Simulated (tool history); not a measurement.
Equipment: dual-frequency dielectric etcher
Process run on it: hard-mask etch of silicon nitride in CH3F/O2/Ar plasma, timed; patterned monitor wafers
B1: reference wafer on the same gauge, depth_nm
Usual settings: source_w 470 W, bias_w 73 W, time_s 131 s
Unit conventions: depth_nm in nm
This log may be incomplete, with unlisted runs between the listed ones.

run 1 day=0 | source_w=560 bias_w=73 time_s=131 | B1=81.1 | depth_nm=108.2
run 2 day=1.021 | source_w=470 bias_w=82 time_s=131 | B1=81 | depth_nm=107.1
run 3 day=2.262 | source_w=470 bias_w=82 time_s=131 | B1=81.2 | depth_nm=106.4
run 4 day=3.392 | source_w=470 bias_w=82 time_s=131 | B1=81.2 | depth_nm=106.4
run 5 day=4.217 | source_w=470 bias_w=85 time_s=131 | B1=81 | depth_nm=108.4
run 6 day=4.846 | source_w=470 bias_w=85 time_s=131 | B1=81.1 | depth_nm=107.7
-- day=5.029 gauge calibrated
run 7 day=6.233 | source_w=470 bias_w=85 time_s=131 | B1=81.1 | depth_nm=108.1
-- day=8.421 wet clean of the chamber
-- day=9.242 upper electrode replaced
run 8 day=9.508 | source_w=430 bias_w=89 time_s=131 | B1=81.1 | depth_nm=106.3

Predict the results of run 9:
-- day=9.742 source power generator calibrated
-- day=10.35 bias power generator calibrated
run 9 day=10.862 | source_w=520 bias_w=64 time_s=96.5 | B1=? | depth_nm=?

Run 9 produced B1 81.2, depth_nm 72 nm.
On a tool with no hidden condition, and with the same random variation, this run would have come out at depth_nm 72 nm.
